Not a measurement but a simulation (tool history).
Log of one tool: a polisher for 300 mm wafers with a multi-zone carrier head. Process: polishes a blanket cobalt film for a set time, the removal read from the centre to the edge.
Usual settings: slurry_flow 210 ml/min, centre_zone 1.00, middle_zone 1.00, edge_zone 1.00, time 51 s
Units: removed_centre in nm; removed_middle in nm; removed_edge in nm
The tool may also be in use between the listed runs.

run,day,slurry_flow,centre_zone,middle_zone,edge_zone,time,"incoming thickness of the incoming film, nm",removed_centre,removed_middle,removed_edge
1,0.000,210,1.00,1.00,0.93,51,774.6,258.8,257.6,250.1
2,0.271,210,1.00,1.00,1.00,51,762.7,259.5,259.0,263.9
3,0.983,210,1.00,1.00,1.00,51,769.6,261.0,262.9,262.0
# day 2.288: worn pad replaced by a new one
# day 2.971: edge zone pressure recalibrated
4,3.108,210,1.00,1.00,1.00,51,770.4,267.7,259.5,264.2
5,3.438,210,1.00,1.00,1.00,51,764.8,261.3,259.8,263.1
6,3.775,210,1.00,1.00,1.00,51,763.2,264.2,259.8,262.7
7,4.254,210,1.00,1.06,1.00,51,760.9,267.7,272.7,263.2
8,4.625,210,1.00,1.00,1.00,51,747.0,266.7,258.8,263.9
# day 4.721: centre zone pressure recalibrated
# day 4.892: worn pad replaced by a new one
# day 5.075: slurry nozzle cleaned
# day 5.083: carrier head's membrane replaced by a new one
9,5.146,210,1.00,1.00,1.00,51,758.2,267.6,262.0,262.4
10,5.625,250,1.00,1.00,1.04,51,747.6,270.7,262.7,271.6
11,5.946,210,0.96,0.89,1.00,51,752.9,252.9,238.9,257.9
12,6.258,160,1.00,1.07,1.08,38,747.2,187.6,200.1,195.8
13,6.608,210,1.00,1.06,1.00,64,761.5,335.6,341.7,328.1
14,7.083,210,1.09,1.00,1.07,62,755.1,340.4,313.5,329.5
# day 7.500: worn pad replaced by a new one
15,7.521,210,1.00,1.00,1.00,51,759.5,263.5,264.4,261.6
16,7.767,210,1.07,1.08,1.00,51,761.5,281.9,275.9,256.2

5 ways to go on from here, each from the tool as it stands after run 16. What would each give?
A,7.783,210,1.00,1.00,1.00,51,753.9,?,?,?
B,7.783,210,1.00,1.04,1.00,44,753.9,?,?,?
C,7.783,210,1.00,1.08,1.06,58,753.9,?,?,?
D,7.783,210,0.92,0.89,1.00,59,753.9,?,?,?
E,7.783,235,1.00,1.00,1.00,51,753.9,?,?,?

run,removed_centre,removed_middle,removed_edge
A,263.3,262.4,261.6
B,227.2,232.7,225.6
C,299.6,315.2,305.8
D,285.1,280.1,303.0
E,267.4,266.0,264.3
Without the tool's hidden state the same runs would have given:
run,removed_centre,removed_middle,removed_edge
A,263.3,262.4,261.6
B,227.2,232.7,225.6
C,299.6,315.2,305.8
D,285.1,280.1,303.0
E,267.4,266.0,264.3

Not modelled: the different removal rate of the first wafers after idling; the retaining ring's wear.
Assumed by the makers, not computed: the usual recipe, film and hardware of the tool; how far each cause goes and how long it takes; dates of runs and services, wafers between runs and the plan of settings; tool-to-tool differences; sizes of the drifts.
